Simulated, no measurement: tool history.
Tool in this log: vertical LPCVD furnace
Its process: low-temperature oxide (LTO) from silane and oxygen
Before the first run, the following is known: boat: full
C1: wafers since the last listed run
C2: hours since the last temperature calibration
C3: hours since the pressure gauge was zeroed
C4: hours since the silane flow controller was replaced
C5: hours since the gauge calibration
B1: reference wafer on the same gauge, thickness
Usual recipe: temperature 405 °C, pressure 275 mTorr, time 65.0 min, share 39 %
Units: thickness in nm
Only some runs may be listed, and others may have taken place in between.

Run 1, hour 0.0: usual settings; C1 0; C2 3861.4; C3 1397.0; C4 4063.3; C5 1203.3; B1 718.97. Result: thickness 806.11 nm.
Run 2, hour 90.5: usual settings; C1 1006; C2 3951.9; C3 1487.5; C4 4153.8; C5 1293.8; B1 720.18. Result: thickness 819.02 nm.
Run 3, hour 178.7: usual settings; C1 981; C2 4040.1; C3 1575.7; C4 4242.0; C5 1382.0; B1 718.47. Result: thickness 819.20 nm.
Run 4, hour 215.3: usual settings but time 75.5 min; C1 407; C2 4076.7; C3 1612.3; C4 4278.6; C5 1418.6; B1 719.58. Result: thickness 947.47 nm.
Run 5, hour 303.8: usual settings; C1 984; C2 4165.2; C3 1700.8; C4 4367.1; C5 1507.1; B1 719.17. Result: thickness 817.32 nm.
At hour 332.8: pressure gauge zeroed.
Run 6, hour 405.1: usual settings; C1 859; C2 4266.5; C3 72.3; C4 4468.4; C5 1608.4; B1 718.39. Result: thickness 753.42 nm.
Run 7, hour 483.2: usual settings; C1 868; C2 4344.6; C3 150.4; C4 4546.5; C5 1686.5; B1 719.05. Result: thickness 764.68 nm.
Run 8, hour 578.6: usual settings; C1 1061; C2 4440.0; C3 245.8; C4 4641.9; C5 1781.9; B1 719.21. Result: thickness 760.02 nm.
Run 9, hour 836.2: usual settings; C1 2865; C2 4697.6; C3 503.4; C4 4899.5; C5 2039.5; B1 719.19. Result: thickness 774.04 nm.
Run 10, hour 924.7: usual settings but pressure 295 mTorr; C1 984; C2 4786.1; C3 591.9; C4 4988.0; C5 2128.0; B1 718.07. Result: thickness 827.64 nm.
Run 11, hour 1008.3: usual settings but pressure 295 mTorr; C1 929; C2 4869.7; C3 675.5; C4 5071.6; C5 2211.6; B1 719.69. Result: thickness 829.74 nm.
Run 12, hour 1044.3: usual settings but pressure 295 mTorr; C1 400; C2 4905.7; C3 711.5; C4 5107.6; C5 2247.6; B1 719.07. Result: thickness 835.29 nm.
Run 13, hour 1136.5: usual settings but temperature 414 °C; C1 1025; C2 4997.9; C3 803.7; C4 5199.8; C5 2339.8; B1 719.16. Result: thickness 862.98 nm.
At hour 1178.2: thermocouples replaced and temperature profile calibrated.
Run 14, hour 1243.0: usual settings; C1 917; C2 64.8; C3 910.2; C4 5306.3; C5 2446.3; B1 718.24. Result: thickness 785.71 nm.
Run 15, hour 1331.2: usual settings; C1 981; C2 153.0; C3 998.4; C4 5394.5; C5 2534.5; B1 718.70. Result: thickness 782.88 nm.
Run 16, hour 1378.6: usual settings but temperature 398 °C, pressure 335 mTorr, time 74.5 min; C1 527; C2 200.4; C3 1045.8; C4 5441.9; C5 2581.9; B1 719.29. Result: thickness 1021.05 nm.
Run 17, hour 1517.7: usual settings but temperature 396 °C, pressure 235 mTorr, share 34 %; C1 1547; C2 339.5; C3 1184.9; C4 5581.0; C5 2721.0; B1 718.41. Result: thickness 511.91 nm.
At hour 1581.5: silane flow controller replaced.
Run 18, hour 1624.0: usual settings; C1 915; C2 445.8; C3 1291.2; C4 42.5; C5 2827.3; B1 719.15. Result: thickness 790.89 nm.
Run 19, hour 1663.8: usual settings but time 83.0 min; C1 442; C2 485.6; C3 1331.0; C4 82.3; C5 2867.1; B1 718.98. Result: thickness 1017.57 nm.
Run 20, hour 1760.1: usual settings; C1 1071; C2 581.9; C3 1427.3; C4 178.6; C5 2963.4; B1 718.00. Result: thickness 794.88 nm.
At hour 1797.6: gauge calibrated.
Run 21, hour 1827.6: usual settings but temperature 414 °C, pressure 250 mTorr, time 75.5 min; C1 750; C2 649.4; C3 1494.8; C4 246.1; C5 30.0; B1 719.31. Result: thickness 928.46 nm.
At hour 1906.8: pressure gauge zeroed.
Run 22, hour 1912.9: usual settings but temperature 415 °C, pressure 225 mTorr, time 45.5 min, share 45 %; C1 681; C2 734.7; C3 6.1; C4 331.4; C5 115.3; B1 718.59. Result: thickness 577.37 nm.
Run 23, hour 1955.4: usual settings but pressure 255 mTorr, time 80.0 min; C1 472; C2 777.2; C3 48.6; C4 373.9; C5 157.8; B1 719.05. Result: thickness 880.78 nm.
Run 24, hour 1998.5: usual settings but temperature 401 °C; C1 479; C2 820.3; C3 91.7; C4 417.0; C5 200.9; B1 719.66. Result: thickness 740.82 nm.
Run 25, hour 2077.1: usual settings; C1 874; C2 898.9; C3 170.3; C4 495.6; C5 279.5; B1 719.22. Result: thickness 779.29 nm.
Run 26, hour 2126.0: usual settings but share 44 %; C1 543; C2 947.8; C3 219.2; C4 544.5; C5 328.4; B1 719.36. Result: thickness 887.49 nm.

Estimate the outcome of run 27 from the log above:
Run 27, hour 2214.3: usual settings but time 56.5 min; C1 982; C2 1036.1; C3 307.5; C4 632.8; C5 416.7; B1 ?. Result: thickness ?.

B1: 719.23
thickness: 677.15 nm
On a tool with no hidden condition, and with the same random variation, this run would have come out at thickness 670.18 nm.

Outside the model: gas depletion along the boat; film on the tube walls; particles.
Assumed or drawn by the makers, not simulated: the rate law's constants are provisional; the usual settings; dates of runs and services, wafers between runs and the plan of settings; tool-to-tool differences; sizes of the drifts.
